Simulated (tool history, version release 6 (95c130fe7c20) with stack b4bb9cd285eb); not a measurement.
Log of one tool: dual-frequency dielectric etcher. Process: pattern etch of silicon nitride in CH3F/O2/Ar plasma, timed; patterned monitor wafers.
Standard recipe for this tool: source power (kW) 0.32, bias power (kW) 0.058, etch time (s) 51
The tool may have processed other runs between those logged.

run,hour,source power (kW),bias power (kW),etch time (s),"read-back reference wafer on the same gauge, depth_nm",mean etch depth across the wafer (angstrom)
1,0,0.32,0.05,63,30.11,372
2,61.2,0.32,0.067,51,30.13,321.6
3,109.6,0.32,0.049,51,30.12,302.6
4,162,0.32,0.058,51,30.16,311.1
5,332.5,0.32,0.058,51,30.24,312.2
6,394.5,0.32,0.058,51,30.31,312.3
7,460.3,0.32,0.068,51,30.32,325
# hour 476.9: source power generator calibrated
8,494,0.32,0.068,51,30.3,324
# hour 544.2: wet clean of the chamber
9,552.3,0.32,0.058,51,30.35,313.3
10,617,0.32,0.058,51,30.39,313.7
11,642.8,0.32,0.058,51,30.44,314.9
12,687.8,0.37,0.058,51,30.47,337.6
13,756.7,0.27,0.058,64,30.51,363.2
14,788.6,0.32,0.066,51,30.5,326.6
# hour 812.7: bias power generator calibrated
15,826.4,0.32,0.058,51,30.56,315
16,869,0.32,0.048,37,30.61,219.9
17,911.8,0.32,0.058,51,30.63,316.1
18,971,0.32,0.063,51,30.69,322.7
# hour 1004.8: gauge calibrated
19,1014.5,0.32,0.062,59.5,29.83,365.2
# hour 1102.6: upper electrode replaced
20,1145.9,0.32,0.068,51,29.84,320
# hour 1196.5: wet clean of the chamber
21,1210.8,0.32,0.058,51,29.8,308.1
22,1277.2,0.35,0.049,51,29.85,312.2
23,1323.3,0.39,0.065,43,29.84,293.2
24,1410.4,0.27,0.051,66,29.88,355.4

Below are 5 alternative next runs, each starting from the tool's condition after run 24. Predict each:
A,1410.8,0.32,0.058,51,?,?
B,1410.8,0.3,0.069,36.5,?,?
C,1410.8,0.38,0.058,35.5,?,?
D,1410.8,0.38,0.058,51,?,?
E,1410.8,0.26,0.048,51,?,?

run,"read-back reference wafer on the same gauge, depth_nm",mean etch depth across the wafer (angstrom)
A,29.83,307.9
B,29.83,221.9
C,29.83,233.2
D,29.83,335
E,29.83,265.5
Without the tool's unlogged condition, the same runs would have read:
run,mean etch depth across the wafer (angstrom)
A,307.2
B,221.4
C,232.7
D,334.3
E,264.9

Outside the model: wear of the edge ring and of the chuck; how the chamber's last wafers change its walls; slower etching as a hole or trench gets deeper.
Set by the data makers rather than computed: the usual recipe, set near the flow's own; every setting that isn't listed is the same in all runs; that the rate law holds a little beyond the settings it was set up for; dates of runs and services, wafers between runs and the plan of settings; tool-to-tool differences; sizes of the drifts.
